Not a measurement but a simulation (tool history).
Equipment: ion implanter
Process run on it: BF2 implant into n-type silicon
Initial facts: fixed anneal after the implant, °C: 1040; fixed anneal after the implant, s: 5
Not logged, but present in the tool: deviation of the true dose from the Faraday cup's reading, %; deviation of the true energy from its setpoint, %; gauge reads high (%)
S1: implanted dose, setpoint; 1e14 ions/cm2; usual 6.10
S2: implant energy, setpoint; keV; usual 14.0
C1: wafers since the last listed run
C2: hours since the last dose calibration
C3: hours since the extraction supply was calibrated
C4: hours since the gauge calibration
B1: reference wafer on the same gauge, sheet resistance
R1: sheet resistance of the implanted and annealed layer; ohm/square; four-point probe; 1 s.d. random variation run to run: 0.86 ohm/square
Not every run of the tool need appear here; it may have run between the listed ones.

| run | hour | S1 | S2 | C1 | C2 | C3 | C4 | B1 | R1 |
|---|---|---|---|---|---|---|---|---|---|
| 1 | 0.0 | 6.64 | 14.0 | 0 | 1207.6 | 7183.5 | 623.5 | 239.07 | 250.86 |
| 2 | 26.8 | 6.64 | 14.0 | 356 | 1234.4 | 7210.3 | 650.3 | 239.08 | 248.48 |
| 3 | 59.6 | 6.10 | 15.5 | 436 | 1267.2 | 7243.1 | 683.1 | 239.02 | 251.57 |
| 4 | 74.1 | 6.10 | 14.0 | 193 | 1281.7 | 7257.6 | 697.6 | 238.96 | 260.31 |
| 5 | 86.8 | 6.10 | 14.0 | 169 | 1294.4 | 7270.3 | 710.3 | 239.13 | 260.95 |
| 6 | 104.7 | 6.10 | 14.0 | 238 | 1312.3 | 7288.2 | 728.2 | 239.15 | 261.84 |
| 7 | 117.8 | 6.10 | 14.0 | 174 | 1325.4 | 7301.3 | 741.3 | 238.88 | 261.33 |
| 8 | 136.1 | 6.10 | 14.0 | 243 | 1343.7 | 7319.6 | 759.6 | 238.86 | 261.14 |
| 9 | 160.1 | 6.10 | 14.0 | 319 | 1367.7 | 7343.6 | 783.6 | 239.06 | 259.64 |
| 10 | 186.9 | 6.10 | 14.0 | 356 | 1394.5 | 7370.4 | 810.4 | 239.11 | 261.46 |
|  | 196.7 | extraction supply calibrated |
| 11 | 220.6 | 6.10 | 14.0 | 342 | 1428.2 | 23.9 | 844.1 | 239.01 | 260.38 |
| 12 | 233.4 | 6.10 | 14.0 | 170 | 1441.0 | 36.7 | 856.9 | 238.97 | 261.08 |
| 13 | 267.8 | 7.22 | 14.0 | 458 | 1475.4 | 71.1 | 891.3 | 238.97 | 241.89 |
| 14 | 288.4 | 4.95 | 12.5 | 274 | 1496.0 | 91.7 | 911.9 | 238.90 | 304.07 |
| 15 | 310.1 | 7.58 | 19.0 | 288 | 1517.7 | 113.4 | 933.6 | 238.82 | 211.46 |
| 16 | 336.1 | 6.10 | 14.0 | 346 | 1543.7 | 139.4 | 959.6 | 238.84 | 261.34 |
| 17 | 363.4 | 5.40 | 15.5 | 363 | 1571.0 | 166.7 | 986.9 | 239.07 | 271.91 |
| 18 | 397.9 | 5.31 | 14.0 | 459 | 1605.5 | 201.2 | 1021.4 | 239.02 | 282.98 |
| 19 | 416.6 | 7.07 | 18.5 | 248 | 1624.2 | 219.9 | 1040.1 | 238.90 | 220.79 |
| 20 | 444.1 | 5.28 | 18.0 | 366 | 1651.7 | 247.4 | 1067.6 | 239.01 | 265.60 |
| 21 | 458.2 | 6.10 | 17.0 | 187 | 1665.8 | 261.5 | 1081.7 | 239.13 | 248.66 |
|  | 473.0 | Faraday cup replaced and dose calibrated |
| 22 | 485.8 | 7.89 | 12.0 | 260 | 12.8 | 289.1 | 1109.3 | 239.23 | 244.78 |
| 23 | 527.4 | 6.10 | 18.0 | 553 | 54.4 | 330.7 | 1150.9 | 238.96 | 235.96 |
| 24 | 541.3 | 4.51 | 17.5 | 185 | 68.3 | 344.6 | 1164.8 | 239.13 | 286.63 |

Expected results for the next run?
| 25 | 575.0 | 7.79 | 18.0 | 448 | 102.0 | 378.3 | 1198.5 | ? | ? |

B1: 239.05
R1: 208.24 ohm/square
On a tool with no hidden condition, and with the same random variation, this run would have come out at R1 208.34 ohm/square.
